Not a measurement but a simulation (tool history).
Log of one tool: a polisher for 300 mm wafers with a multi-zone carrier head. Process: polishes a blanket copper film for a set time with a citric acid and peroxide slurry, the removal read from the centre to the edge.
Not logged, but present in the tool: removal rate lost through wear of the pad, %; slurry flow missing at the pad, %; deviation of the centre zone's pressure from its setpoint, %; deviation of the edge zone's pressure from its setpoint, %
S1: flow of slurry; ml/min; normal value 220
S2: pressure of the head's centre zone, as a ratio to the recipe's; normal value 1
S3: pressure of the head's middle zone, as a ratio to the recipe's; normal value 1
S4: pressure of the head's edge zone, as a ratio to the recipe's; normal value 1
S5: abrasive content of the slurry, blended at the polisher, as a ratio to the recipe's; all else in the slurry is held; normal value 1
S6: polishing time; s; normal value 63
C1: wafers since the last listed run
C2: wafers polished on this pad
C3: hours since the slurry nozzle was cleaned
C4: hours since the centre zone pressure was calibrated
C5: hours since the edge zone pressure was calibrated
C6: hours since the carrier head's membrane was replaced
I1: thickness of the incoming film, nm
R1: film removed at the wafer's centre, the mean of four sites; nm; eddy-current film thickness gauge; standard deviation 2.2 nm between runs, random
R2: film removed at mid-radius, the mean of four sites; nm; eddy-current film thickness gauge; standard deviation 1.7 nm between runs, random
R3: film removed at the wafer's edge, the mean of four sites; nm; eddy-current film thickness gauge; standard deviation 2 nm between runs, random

run,hour,S1,S2,S3,S4,S5,S6,C1,C2,C3,C4,C5,C6,I1,R1,R2,R3
1,0,220,0.94,1,1,1,63,0,1210,473.2,3.4,290.5,606.6,1204.8,135.8,145.7,145.7
2,25,150,1,1.05,1.11,1,45,314,1524,498.2,28.4,315.5,631.6,1168.7,94.8,98.8,104.5
3,47.1,220,0.91,1.09,0.89,1,54,278,1802,520.3,50.5,337.6,653.7,1182,110.8,135.8,121.6
4,69.8,220,1,1,1,1,63,285,2088,543,73.2,360.3,676.4,1181.7,140.5,143.9,147.9
5,84.7,240,1,1,1.1,1,63,187,2275,557.9,88.1,375.2,691.3,1179.8,146.8,145,154.5
6,114.6,220,1,1,1,1,63,376,2651,587.8,118,405.1,721.2,1182.3,141.5,143,145.8
7,140,220,1,1,0.89,1,63,319,2971,613.2,143.4,430.5,746.6,1191.5,142,141.6,140.5
8,161.3,220,1,1,1,1.2,74,267,3239,634.5,164.7,451.8,767.9,1194.8,169.3,175.9,178
# hour 163.5: slurry nozzle cleaned
# hour 174.1: worn pad replaced by a new one
9,181.2,220,1,1,1,1,63,187,88,17.7,184.6,471.7,787.8,1187.4,145.4,149.8,148.7
10,206.3,220,1,1,1,1,63,315,404,42.8,209.7,496.8,812.9,1186,145.7,146.3,154.6
11,224.3,150,1,1.05,1.11,1,45,226,631,60.8,227.7,514.8,830.9,1184.8,96.2,103,107.1
12,257.4,220,1,1,1,1.2,50,416,1047,93.9,260.8,547.9,864,1178.8,122.3,124.1,123.2
# hour 269.2: carrier head's membrane replaced by a new one
13,356.6,285,1,0.89,1,1,63,1185,2232,193.1,360,647.1,87.4,1161.9,149.7,137.6,156.1
14,387.8,220,0.95,1,1,1,63,392,2624,224.3,391.2,678.3,118.6,1193.3,137.2,148.3,147.5
15,402,220,1,1.08,1,0.9,63,178,2803,238.5,405.4,692.5,132.8,1189.7,141.2,156.3,143.6
# hour 421: worn pad replaced by a new one
16,425.5,220,1.05,0.95,1,1,72,245,57,262,428.9,716,156.3,1174.4,172.1,165,169.4
17,447,220,1,1,1,1,63,270,327,283.5,450.4,737.5,177.8,1177.1,143.5,145.6,150.1
18,505.4,220,1,0.95,1.12,0.85,63,734,1062,341.9,508.8,795.9,236.2,1161.1,132.1,135.5,148.4
19,535.1,285,0.92,1,1.1,1,63,373,1435,371.6,538.5,825.6,265.9,1170.3,133.6,151,159.1
20,559.6,285,0.92,1,0.92,1,56,308,1744,396.1,563,850.1,290.4,1170.9,117.7,136.1,130.2

Table of differences, measured result less the result of that run with no hidden state. Run-to-run variation is the same in both. Gauge scatter possibly is not:
run,R1,R2,R3
1,-4.8,-4.6,-3.4
2,-5.5,-5.1,-3.8
3,-4.8,-5.3,-3.5
4,-6.9,-6.2,-4.7
5,-7.1,-6.1,-4.8
6,-8.5,-7.5,-5.6
7,-9.6,-8.2,-6
8,-12.7,-11.2,-8.3
9,-1.5,-0.7,-0.5
10,-1.7,-0.7,-0.5
11,-1.5,-0.7,-0.6
12,-1.9,-0.6,-0.5
13,-4,-0.9,-0.7
14,-4.6,-1.5,-1.2
15,-5.2,-1.7,-1.2
16,-7,-2,-1.6
17,-6.5,-2,-1.5
18,-7.8,-2.4,-1.9
19,-8.3,-2.4,-2
20,-8.1,-2.4,-1.7
